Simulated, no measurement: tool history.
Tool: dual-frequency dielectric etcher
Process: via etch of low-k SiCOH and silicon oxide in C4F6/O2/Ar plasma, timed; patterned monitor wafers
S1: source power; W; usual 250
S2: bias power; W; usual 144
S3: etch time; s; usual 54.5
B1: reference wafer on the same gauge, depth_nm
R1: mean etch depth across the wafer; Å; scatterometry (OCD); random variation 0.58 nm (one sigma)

Run 1, hour 0: usual settings but S3 43 s; B1 135.8. Result: R1 930 Å.
Run 2, hour 78.1: usual settings but S3 43 s; B1 135.8. Result: R1 922 Å.
Run 3, hour 148.3: usual settings; B1 136. Result: R1 1172 Å.
Run 4, hour 193.5: usual settings; B1 136.2. Result: R1 1158 Å.
Run 5, hour 255.2: usual settings; B1 136. Result: R1 1159 Å.
Run 6, hour 341.7: usual settings; B1 136.1. Result: R1 1147 Å.
At hour 412.2: wet clean of the chamber.
Run 7, hour 560: usual settings; B1 136.1. Result: R1 1197 Å.
At hour 614.4: source power generator calibrated.
Run 8, hour 658.6: usual settings; B1 135.9. Result: R1 1184 Å.
At hour 835.8: upper electrode replaced.
At hour 955: wet clean of the chamber.
Run 9, hour 955.5: usual settings; B1 136.3. Result: R1 1212 Å.
Run 10, hour 1040.8: usual settings; B1 135.9. Result: R1 1209 Å.
Run 11, hour 1100.3: usual settings but S3 67 s; B1 135.9. Result: R1 1478 Å.
At hour 1123.5: gauge calibrated.
At hour 1137.6: bias power generator calibrated.
Run 12, hour 1150: usual settings; B1 135.9. Result: R1 1195 Å.
Run 13, hour 1207.8: usual settings but S3 70.5 s; B1 136. Result: R1 1539 Å.
Run 14, hour 1329.1: usual settings; B1 135.9. Result: R1 1180 Å.

Forecast run 15:
Run 15, hour 1405.9: usual settings but S2 119 W, S3 43.5 s; B1 ?. Result: R1 ?.

{"run 15": {"B1": 135.8, "R1": 858}}
Without the tool's hidden state the same run would have given R1 890 Å.
